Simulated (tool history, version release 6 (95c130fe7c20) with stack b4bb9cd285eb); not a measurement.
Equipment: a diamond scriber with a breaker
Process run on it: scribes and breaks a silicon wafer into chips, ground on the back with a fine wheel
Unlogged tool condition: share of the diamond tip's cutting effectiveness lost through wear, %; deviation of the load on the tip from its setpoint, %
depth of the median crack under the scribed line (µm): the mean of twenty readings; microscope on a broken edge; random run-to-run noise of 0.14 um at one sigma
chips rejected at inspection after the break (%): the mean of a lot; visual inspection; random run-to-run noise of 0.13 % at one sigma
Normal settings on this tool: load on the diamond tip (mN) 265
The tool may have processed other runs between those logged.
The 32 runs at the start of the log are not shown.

run,hour,load on the diamond tip (mN),wafers since the last listed run,hours since the diamond tip was replaced,hours since the load on the tip was calibrated,"incoming depth of the damage left on the back of the incoming wafer, um",depth of the median crack under the scribed line (µm),chips rejected at inspection after the break (%)
33,2718.7,196,134,355.5,1061.7,2.13,10.96,16.63
34,2817.6,265,222,454.4,1160.6,2.28,13.63,2.09
35,2857.2,211,89,494.0,1200.2,1.52,11.43,15.48
36,2928.4,265,160,565.2,1271.4,1.97,13.43,2.13
37,3023.6,265,213,660.4,1366.6,2.73,13.31,3.10
38,3083.1,302,133,719.9,1426.1,2.10,14.48,2.15
39,3138.1,224,123,774.9,1481.1,2.84,11.33,14.49
# hour 3157.2: diamond tip replaced by a new one
40,3211.5,265,160,54.3,1554.5,2.47,13.80,1.91
41,3249.5,296,85,92.3,1592.5,2.32,14.99,4.02

Forecast each of these 4 alternatives for the next run:
A,3250.2,265,1,93.0,1593.2,2.16,?,?
B,3250.2,214,1,93.0,1593.2,2.16,?,?
C,3250.2,335,1,93.0,1593.2,2.16,?,?
D,3250.2,316,1,93.0,1593.2,2.16,?,?

run,depth of the median crack under the scribed line (µm),chips rejected at inspection after the break (%)
A,13.72,1.82
B,11.67,10.31
C,16.31,10.81
D,15.63,6.97
Without the tool's hidden state the same runs would have given:
run,depth of the median crack under the scribed line (µm),chips rejected at inspection after the break (%)
A,13.74,1.82
B,11.69,10.16
C,16.33,10.97
D,15.65,7.10
